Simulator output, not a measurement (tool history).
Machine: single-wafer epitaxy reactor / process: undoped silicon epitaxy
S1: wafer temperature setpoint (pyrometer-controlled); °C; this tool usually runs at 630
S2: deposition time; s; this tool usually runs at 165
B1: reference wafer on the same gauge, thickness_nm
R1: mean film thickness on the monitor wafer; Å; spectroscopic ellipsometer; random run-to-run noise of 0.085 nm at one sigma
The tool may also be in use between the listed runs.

Run 1, hour 0: usual settings but S2 179 s; B1 19.325. Result: R1 197.13 Å.
Run 2, hour 57.6: usual settings; B1 19.271. Result: R1 181.06 Å.
Run 3, hour 140.2: usual settings; B1 19.318. Result: R1 181.05 Å.
Run 4, hour 213.9: usual settings; B1 19.264. Result: R1 180.82 Å.
Run 5, hour 256.2: usual settings but S1 625 °C, S2 141 s; B1 19.292. Result: R1 139.99 Å.
Run 6, hour 361.2: usual settings but S1 625 °C, S2 141 s; B1 19.291. Result: R1 139.49 Å.
Run 7, hour 454.7: usual settings but S2 172 s; B1 19.303. Result: R1 190.12 Å.
Run 8, hour 492.2: usual settings; B1 19.319. Result: R1 181.49 Å.
Run 9, hour 566.9: usual settings; B1 19.283. Result: R1 183.78 Å.
Run 10, hour 666.4: usual settings but S2 155 s; B1 19.313. Result: R1 171.88 Å.
Run 11, hour 743: usual settings but S2 155 s; B1 19.311. Result: R1 171.49 Å.
Run 12, hour 824.8: usual settings but S2 155 s; B1 19.276. Result: R1 172.31 Å.
At hour 872.5: pyrometer calibrated.
Run 13, hour 905.6: usual settings but S1 627 °C; B1 19.293. Result: R1 166.95 Å.
Run 14, hour 953.5: usual settings but S1 627 °C; B1 19.286. Result: R1 168.36 Å.
Run 15, hour 993.9: usual settings; B1 19.335. Result: R1 179.19 Å.
Run 16, hour 1085.6: usual settings; B1 19.267. Result: R1 179.41 Å.
Run 17, hour 1168.6: usual settings; B1 19.307. Result: R1 180.37 Å.
At hour 1240.4: gauge calibrated.
Run 18, hour 1247.8: usual settings but S1 623 °C; B1 19.292. Result: R1 155 Å.
Run 19, hour 1328.7: usual settings; B1 19.317. Result: R1 179.01 Å.
Run 20, hour 1396.7: usual settings but S1 619 °C; B1 19.323. Result: R1 143.89 Å.
Run 21, hour 1694.5: usual settings but S1 641 °C, S2 141 s; B1 19.292. Result: R1 191.54 Å.
Run 22, hour 1790.2: usual settings but S1 621 °C, S2 181 s; B1 19.3. Result: R1 166.03 Å.
Run 23, hour 1834: usual settings but S2 184 s; B1 19.292. Result: R1 202.72 Å.
Run 24, hour 1878.7: usual settings but S2 155 s; B1 19.277. Result: R1 168.44 Å.
Run 25, hour 1964.6: usual settings; B1 19.29. Result: R1 181.39 Å.
Run 26, hour 2050.6: usual settings but S1 638 °C, S2 185 s; B1 19.336. Result: R1 236.88 Å.
Run 27, hour 2131: usual settings but S1 625 °C, S2 141 s; B1 19.302. Result: R1 140.03 Å.
Run 28, hour 2205.4: usual settings but S1 639 °C; B1 19.318. Result: R1 219.07 Å.
Run 29, hour 2264.8: usual settings but S1 640 °C, S2 194 s; B1 19.315. Result: R1 261.51 Å.
Run 30, hour 2304.9: usual settings but S1 622 °C, S2 195 s; B1 19.328. Result: R1 183.38 Å.
Run 31, hour 2411.8: usual settings but S1 636 °C, S2 177 s; B1 19.281. Result: R1 220.08 Å.
At hour 2554.4: pyrometer calibrated.
Run 32, hour 2582: usual settings but S1 638 °C; B1 19.288. Result: R1 210.12 Å.

Consider 5 possible next runs. They are alternatives, not a sequence: every one starts from the tool as it was left by run 32. What does each give?
Run A, hour 2582.4: usual settings; B1 ?. Result: R1 ?.
Run B, hour 2582.4: usual settings but S1 623 °C, S2 147 s; B1 ?. Result: R1 ?.
Run C, hour 2582.4: usual settings but S1 624 °C, S2 194 s; B1 ?. Result: R1 ?.
Run D, hour 2582.4: usual settings but S1 625 °C; B1 ?. Result: R1 ?.
Run E, hour 2582.4: usual settings but S1 640 °C, S2 195 s; B1 ?. Result: R1 ?.

run      B1      R1
  A  19.327  178.01
  B  19.327  137.71
  C  19.327  185.46
  D  19.327  160.96
  E  19.327  256.53
Stripped of hidden state, with their random variation kept, the same runs would have yielded:
run      R1
  A  177.85
  B  137.59
  C   185.3
  D  160.82
  E  256.31
